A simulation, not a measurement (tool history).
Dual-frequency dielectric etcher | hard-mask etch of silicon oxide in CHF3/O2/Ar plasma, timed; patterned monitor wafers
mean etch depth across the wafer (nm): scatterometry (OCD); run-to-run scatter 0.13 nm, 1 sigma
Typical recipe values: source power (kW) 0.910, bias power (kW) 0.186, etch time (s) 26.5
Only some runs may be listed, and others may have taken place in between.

| run | hour | source power (kW) | bias power (kW) | etch time (s) | read-back reference wafer on the same gauge, depth_nm | mean etch depth across the wafer (nm) |
|---|---|---|---|---|---|---|
| 1 | 0.0 | 0.910 | 0.173 | 26.5 | 55.0 | 56.5 |
| 2 | 0.3 | 0.910 | 0.210 | 26.5 | 55.0 | 59.9 |
| 3 | 0.6 | 0.910 | 0.210 | 26.5 | 55.0 | 60.0 |
| 4 | 5.9 | 0.910 | 0.210 | 26.5 | 55.0 | 60.3 |
| 5 | 21.1 | 1.040 | 0.186 | 26.5 | 55.0 | 59.6 |
| 6 | 33.8 | 0.910 | 0.186 | 26.5 | 55.0 | 57.7 |
| 7 | 43.4 | 0.910 | 0.186 | 26.5 | 55.0 | 57.7 |
| 8 | 55.1 | 0.910 | 0.186 | 29.5 | 55.0 | 64.2 |
| 9 | 70.7 | 0.910 | 0.186 | 29.5 | 55.0 | 64.4 |
| 10 | 81.6 | 0.910 | 0.218 | 18.5 | 55.0 | 42.6 |
|  | 96.3 | bias power generator calibrated |
| 11 | 96.8 | 1.030 | 0.186 | 33.0 | 55.0 | 74.5 |
| 12 | 109.3 | 0.800 | 0.153 | 22.0 | 55.0 | 43.6 |
| 13 | 117.7 | 1.120 | 0.210 | 26.5 | 55.0 | 63.6 |
| 14 | 128.8 | 1.110 | 0.208 | 26.5 | 55.0 | 63.5 |
| 15 | 135.1 | 0.910 | 0.171 | 19.5 | 55.0 | 41.4 |
| 16 | 145.8 | 1.110 | 0.208 | 26.5 | 55.0 | 63.4 |
|  | 163.3 | gauge calibrated |
| 17 | 165.1 | 0.910 | 0.186 | 26.5 | 55.0 | 57.9 |
| 18 | 175.7 | 1.050 | 0.213 | 26.5 | 55.0 | 63.0 |
| 19 | 184.0 | 1.140 | 0.231 | 33.5 | 55.0 | 84.1 |
|  | 189.9 | source power generator calibrated |
| 20 | 191.7 | 0.910 | 0.186 | 26.5 | 55.0 | 58.0 |
| 21 | 205.8 | 1.120 | 0.215 | 21.5 | 55.0 | 52.2 |
|  | 232.8 | wet clean of the chamber |
| 22 | 233.3 | 0.710 | 0.201 | 34.0 | 55.0 | 71.0 |
| 23 | 239.1 | 0.910 | 0.186 | 26.5 | 55.0 | 57.2 |
| 24 | 251.6 | 0.910 | 0.169 | 26.5 | 55.0 | 55.4 |
| 25 | 266.3 | 0.910 | 0.207 | 26.5 | 55.0 | 59.1 |
| 26 | 283.8 | 0.830 | 0.222 | 19.0 | 55.0 | 42.4 |
| 27 | 295.1 | 0.910 | 0.167 | 18.5 | 55.0 | 38.7 |
| 28 | 302.6 | 0.910 | 0.202 | 26.5 | 55.0 | 58.9 |
| 29 | 313.3 | 0.990 | 0.174 | 21.0 | 55.1 | 45.4 |
| 30 | 330.1 | 0.720 | 0.216 | 33.0 | 55.0 | 71.1 |
| 31 | 337.5 | 0.800 | 0.151 | 32.0 | 55.0 | 62.4 |

What was the tool's hidden state at every run in the log?
source power that arrives over what is set, %: 0, the same for each run
bias power that arrives over what is set, %: 0, the same for each run
gauge reads high (%): 0, the same for each run
H1: etch rate over this chamber's usual, %
| run | H1 |
|---|---|
| 1 | 1.06 |
| 2 | 1.06 |
| 3 | 1.06 |
| 4 | 1.07 |
| 5 | 1.12 |
| 6 | 1.15 |
| 7 | 1.18 |
| 8 | 1.22 |
| 9 | 1.26 |
| 10 | 1.29 |
| 11 | 1.34 |
| 12 | 1.37 |
| 13 | 1.4 |
| 14 | 1.43 |
| 15 | 1.45 |
| 16 | 1.48 |
| 17 | 1.53 |
| 18 | 1.56 |
| 19 | 1.59 |
| 20 | 1.61 |
| 21 | 1.65 |
| 22 | 0.0735 |
| 23 | 0.0902 |
| 24 | 0.126 |
| 25 | 0.169 |
| 26 | 0.219 |
| 27 | 0.251 |
| 28 | 0.273 |
| 29 | 0.304 |
| 30 | 0.352 |
| 31 | 0.374 |
